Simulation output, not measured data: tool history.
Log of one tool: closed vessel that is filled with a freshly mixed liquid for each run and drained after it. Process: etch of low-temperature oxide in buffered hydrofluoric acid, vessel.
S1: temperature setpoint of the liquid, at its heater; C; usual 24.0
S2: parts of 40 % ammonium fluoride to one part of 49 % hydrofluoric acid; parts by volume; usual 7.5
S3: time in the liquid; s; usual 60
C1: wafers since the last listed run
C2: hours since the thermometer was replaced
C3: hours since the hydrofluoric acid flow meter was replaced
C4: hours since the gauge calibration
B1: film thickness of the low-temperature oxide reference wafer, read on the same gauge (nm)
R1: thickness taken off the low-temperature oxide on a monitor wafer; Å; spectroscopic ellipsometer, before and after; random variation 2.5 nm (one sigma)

run	hour	S1	S2	S3	C1	C2	C3	C4	B1	R1
1	0.0	24.0	7.5	45	0	2521.2	128.4	504.4	139.99	1919.7
2	15.8	24.0	7.5	60	1294	2537.0	144.2	520.2	140.04	2549.7
3	33.3	24.0	7.5	60	1434	2554.5	161.7	537.7	140.01	2598.4
4	49.6	27.5	5.5	60	1335	2570.8	178.0	554.0	140.01	4131.8
5	69.1	27.5	7.5	40	1598	2590.3	197.5	573.5	139.99	2127.8
6	83.1	27.5	7.5	40	1147	2604.3	211.5	587.5	140.00	2078.2
7	91.9	24.0	6.0	75	721	2613.1	220.3	596.3	140.02	4002.1
# hour 117.3: thermometer replaced
8	121.7	24.0	7.5	60	2360	4.4	250.1	626.1	139.98	2621.7
9	137.7	24.0	7.5	60	1311	20.4	266.1	642.1	139.98	2661.6
10	153.8	27.5	6.0	60	1319	36.5	282.2	658.2	140.01	3834.7
11	195.2	21.0	6.5	45	3393	77.9	323.6	699.6	140.03	1941.7
12	207.6	24.0	10.5	60	1016	90.3	336.0	712.0	139.99	1913.2
13	218.1	24.0	7.5	60	860	100.8	346.5	722.5	140.03	2643.3
14	233.0	27.5	5.0	60	1221	115.7	361.4	737.4	140.00	4602.7
15	246.5	25.5	5.0	30	1106	129.2	374.9	750.9	139.98	2052.3
16	259.3	24.0	7.5	60	1049	142.0	387.7	763.7	139.98	2666.1
# hour 269.3: hydrofluoric acid flow meter replaced
17	272.7	24.0	5.5	45	1016	155.4	3.4	777.1	140.02	2493.3
18	282.2	24.0	7.5	35	778	164.9	12.9	786.6	139.99	1490.4
19	289.5	20.0	7.5	60	598	172.2	20.2	793.9	140.01	2026.1
20	299.9	19.5	7.5	85	852	182.6	30.6	804.3	140.02	2855.9
# hour 308.4: gauge calibrated
21	312.3	24.0	7.5	80	1016	195.0	43.0	3.9	140.01	3362.3
22	339.4	26.0	10.0	75	2221	222.1	70.1	31.0	139.98	2757.2
23	351.3	19.0	7.5	85	975	234.0	82.0	42.9	140.02	2739.2
24	364.5	22.5	5.0	95	1081	247.2	95.2	56.1	140.00	5258.1
25	375.1	24.0	10.0	30	868	257.8	105.8	66.7	139.98	976.1
26	390.6	24.0	7.5	60	1270	273.3	121.3	82.2	140.00	2633.4
27	400.1	24.0	7.5	50	778	282.8	130.8	91.7	140.03	2181.4
28	412.4	24.0	9.0	30	1008	295.1	143.1	104.0	140.01	1060.1
29	425.6	20.5	7.5	90	1081	308.3	156.3	117.2	140.04	3188.5
30	443.3	24.0	7.5	60	1450	326.0	174.0	134.9	140.00	2595.6
31	459.2	24.0	5.0	60	1303	341.9	189.9	150.8	140.02	3726.1
32	468.1	24.0	5.5	60	729	350.8	198.8	159.7	139.97	3440.6
33	475.4	25.5	5.0	60	598	358.1	206.1	167.0	140.02	4003.9

Hidden state or all else? Some run-to-run changes of R1, split into what the settings, what came in and random variation would give without the hidden state, and what is left for the hidden state (with any gauge scatter that isn't in both results):
The hidden state here: liquid hotter than its thermometer reads (K); hydrofluoric acid flow above the setpoint (%); gauge reads high (%).
Run 13 -> 14: S1 24.0 -> 27.5, S2 7.5 -> 5.0. R1 +1959.4 Å: hidden state +58.8, all else +1900.6.
Run 14 -> 15: S1 27.5 -> 25.5, S3 60 -> 30. R1 -2550.4 Å: hidden state -87.2, all else -2463.2.
Run 16 -> 17: S2 7.5 -> 5.5, S3 60 -> 45, hydrofluoric acid flow meter replaced. R1 -172.8 Å: hidden state -105.0, all else -67.8.
Run 23 -> 24: S1 19.0 -> 22.5, S2 7.5 -> 5.0, S3 85 -> 95. R1 +2518.9 Å: hidden state +28.1, all else +2490.8.
Run 24 -> 25: S1 22.5 -> 24.0, S2 5.0 -> 10.0, S3 95 -> 30. R1 -4282.0 Å: hidden state -52.3, all else -4229.7.

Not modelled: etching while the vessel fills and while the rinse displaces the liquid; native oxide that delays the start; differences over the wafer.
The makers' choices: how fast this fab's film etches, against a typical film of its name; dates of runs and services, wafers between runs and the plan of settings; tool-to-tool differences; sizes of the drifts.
